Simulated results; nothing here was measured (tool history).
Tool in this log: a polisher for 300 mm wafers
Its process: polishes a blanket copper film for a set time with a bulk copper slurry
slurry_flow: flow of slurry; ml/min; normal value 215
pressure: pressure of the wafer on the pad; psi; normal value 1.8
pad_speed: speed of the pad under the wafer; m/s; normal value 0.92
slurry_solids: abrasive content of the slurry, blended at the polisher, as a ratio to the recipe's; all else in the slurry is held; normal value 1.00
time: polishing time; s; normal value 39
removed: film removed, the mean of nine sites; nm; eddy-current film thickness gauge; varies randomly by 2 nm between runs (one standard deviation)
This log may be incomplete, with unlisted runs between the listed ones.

run,hour,slurry_flow,pressure,pad_speed,slurry_solids,time,wafers since the last listed run,wafers polished on this pad,hours since the slurry nozzle was cleaned,hours since the head pressure was calibrated,hours since the slurry blender was calibrated,"incoming thickness of the incoming film, nm",removed
1,0.0,215,1.8,0.92,1.00,39,0,1278,247.4,538.2,77.1,3059.5,177.8
2,48.0,215,1.8,0.92,1.00,39,672,1950,295.4,586.2,125.1,3057.5,179.9
3,99.6,215,1.8,0.92,1.00,39,722,2673,347.0,637.8,176.7,3117.0,178.7
# hour 110.8: worn pad replaced by a new one
# hour 115.8: slurry blender recalibrated
4,157.2,215,1.8,0.92,1.00,39,722,621,404.6,695.4,41.4,3098.4,175.5
5,195.2,215,1.8,0.92,1.00,39,532,1153,442.6,733.4,79.4,3074.8,179.3
6,251.2,215,1.8,0.92,1.00,39,784,1938,498.6,789.4,135.4,3049.2,174.0
7,296.1,215,1.8,0.92,1.00,39,628,2566,543.5,834.3,180.3,3123.8,177.2
# hour 301.4: worn pad replaced by a new one
# hour 301.7: slurry blender recalibrated
8,357.1,215,1.8,0.92,1.00,39,794,776,604.5,895.3,55.4,3100.1,173.2
9,392.5,215,1.4,0.92,1.00,39,495,1272,639.9,930.7,90.8,3078.5,142.8
# hour 444.6: slurry nozzle cleaned
10,458.5,215,1.4,0.92,1.00,39,910,2182,13.9,996.7,156.8,3066.8,156.4
# hour 464.9: worn pad replaced by a new one
# hour 470.1: slurry blender recalibrated
# hour 503.4: head pressure recalibrated
11,505.3,240,1.8,0.92,0.85,49,543,509,60.7,1.9,35.2,3100.1,228.9
12,531.2,215,1.8,1.12,1.00,39,362,871,86.6,27.8,61.1,3110.4,212.6
13,582.1,215,1.8,0.92,1.00,39,712,1584,137.5,78.7,112.0,3048.9,183.4
14,622.2,215,1.8,0.92,1.10,29,561,2146,177.6,118.8,152.1,3065.1,137.6
# hour 679.2: slurry blender recalibrated
# hour 679.7: worn pad replaced by a new one
15,680.3,215,1.2,1.04,0.85,43,778,7,235.7,176.9,1.1,3060.0,152.9
16,730.3,260,1.8,0.92,1.00,50,700,707,285.7,226.9,51.1,3118.4,235.6
17,785.2,270,1.8,0.92,1.00,30,768,1476,340.6,281.8,106.0,3086.0,141.5
18,839.0,215,1.4,0.92,0.75,39,753,2230,394.4,335.6,159.8,3073.1,135.5
# hour 881.1: worn pad replaced by a new one
19,885.5,215,1.8,0.92,0.75,51,595,60,440.9,382.1,206.3,3028.0,215.4
# hour 891.4: slurry blender recalibrated
20,950.0,215,1.8,0.92,1.00,39,875,936,505.4,446.6,58.6,3066.7,170.9

Take each entry between the runs: how does the hidden state at the last listed run before it differ from the hidden state at the first listed run after it?
From run 3 to run 4: worn pad replaced by a new one (hour 110.8); slurry blender recalibrated (hour 115.8)
  slurry flow missing at the pad, %: 32.6 -> 34.8
  measured result minus the result with no hidden state, removed: -12.7 -> -13.7 nm
From run 7 to run 8: worn pad replaced by a new one (hour 301.4); slurry blender recalibrated (hour 301.7)
  slurry flow missing at the pad, %: 38.3 -> 39.4
  measured result minus the result with no hidden state, removed: -16.4 -> -16.9 nm
From run 9 to run 10: slurry nozzle cleaned (hour 444.6)
  slurry flow missing at the pad, %: 39.9 -> 7.17
  measured result minus the result with no hidden state, removed: -14.2 -> -1.6 nm
From run 10 to run 11: worn pad replaced by a new one (hour 464.9); slurry blender recalibrated (hour 470.1); head pressure recalibrated (hour 503.4)
  slurry flow missing at the pad, %: 7.17 -> 14
  measured result minus the result with no hidden state, removed: -1.6 -> -4.6 nm
From run 14 to run 15: slurry blender recalibrated (hour 679.2); worn pad replaced by a new one (hour 679.7)
  slurry flow missing at the pad, %: 26.3 -> 30.6
  measured result minus the result with no hidden state, removed: -7.0 -> -9.8 nm
From run 18 to run 19: worn pad replaced by a new one (hour 881.1)
  slurry flow missing at the pad, %: 38.3 -> 39.8
  measured result minus the result with no hidden state, removed: -12.5 -> -21.4 nm
From run 19 to run 20: slurry blender recalibrated (hour 891.4)
  slurry flow missing at the pad, %: 39.8 -> 41.4
  measured result minus the result with no hidden state, removed: -21.4 -> -18.2 nm
